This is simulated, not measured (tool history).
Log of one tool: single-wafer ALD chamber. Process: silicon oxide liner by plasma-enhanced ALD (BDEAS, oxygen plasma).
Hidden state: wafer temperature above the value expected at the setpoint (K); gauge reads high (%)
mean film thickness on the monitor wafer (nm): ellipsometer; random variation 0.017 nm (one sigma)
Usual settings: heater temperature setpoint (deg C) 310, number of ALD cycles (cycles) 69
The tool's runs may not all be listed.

| run | hour | heater temperature setpoint (deg C) | number of ALD cycles (cycles) | wafers since the last listed run | hours since the last thermocouple change | hours since the gauge calibration | read-back reference wafer on the same gauge, thickness_nm | mean film thickness on the monitor wafer (nm) |
|---|---|---|---|---|---|---|---|---|
| 1 | 0.0 | 310 | 69 | 0 | 1641.9 | 278.0 | 7.452 | 6.996 |
| 2 | 53.6 | 310 | 69 | 303 | 1695.5 | 331.6 | 7.459 | 6.981 |
| 3 | 116.9 | 310 | 69 | 358 | 1758.8 | 394.9 | 7.456 | 7.040 |
| 4 | 221.5 | 310 | 65 | 592 | 1863.4 | 499.5 | 7.470 | 6.639 |
| 5 | 291.9 | 310 | 65 | 398 | 1933.8 | 569.9 | 7.472 | 6.586 |
| 6 | 360.3 | 310 | 69 | 387 | 2002.2 | 638.3 | 7.477 | 6.996 |
| 7 | 400.0 | 310 | 69 | 224 | 2041.9 | 678.0 | 7.476 | 7.035 |
|  | 430.7 | thermocouple changed; heater temperature recalibrated |
| 8 | 466.2 | 320 | 72 | 329 | 35.5 | 744.2 | 7.489 | 7.237 |
| 9 | 535.4 | 310 | 59 | 391 | 104.7 | 813.4 | 7.496 | 6.012 |
| 10 | 607.1 | 303 | 60 | 405 | 176.4 | 885.1 | 7.485 | 6.185 |
| 11 | 701.3 | 310 | 69 | 533 | 270.6 | 979.3 | 7.500 | 7.037 |
| 12 | 777.1 | 310 | 69 | 429 | 346.4 | 1055.1 | 7.503 | 7.058 |
| 13 | 867.5 | 314 | 75 | 511 | 436.8 | 1145.5 | 7.504 | 7.649 |
|  | 911.1 | gauge calibrated |
| 14 | 936.4 | 310 | 78 | 390 | 505.7 | 25.3 | 7.441 | 7.898 |
| 15 | 990.4 | 298 | 78 | 305 | 559.7 | 79.3 | 7.440 | 8.135 |
| 16 | 1090.5 | 310 | 63 | 566 | 659.8 | 179.4 | 7.451 | 6.426 |
| 17 | 1151.0 | 296 | 57 | 342 | 720.3 | 239.9 | 7.456 | 6.002 |
| 18 | 1217.1 | 319 | 55 | 374 | 786.4 | 306.0 | 7.465 | 5.529 |

Forecast each of these 3 alternatives for the next run:
| A | 1217.6 | 310 | 69 | 2 | 786.9 | 306.5 | ? | ? |
| B | 1217.6 | 306 | 63 | 2 | 786.9 | 306.5 | ? | ? |
| C | 1217.6 | 310 | 80 | 2 | 786.9 | 306.5 | ? | ? |

| run | read-back reference wafer on the same gauge, thickness_nm | mean film thickness on the monitor wafer (nm) |
|---|---|---|
| A | 7.455 | 7.027 |
| B | 7.455 | 6.456 |
| C | 7.455 | 8.148 |
Without the tool's hidden state the same runs would have given:
| run | mean film thickness on the monitor wafer (nm) |
|---|---|
| A | 7.007 |
| B | 6.438 |
| C | 8.124 |
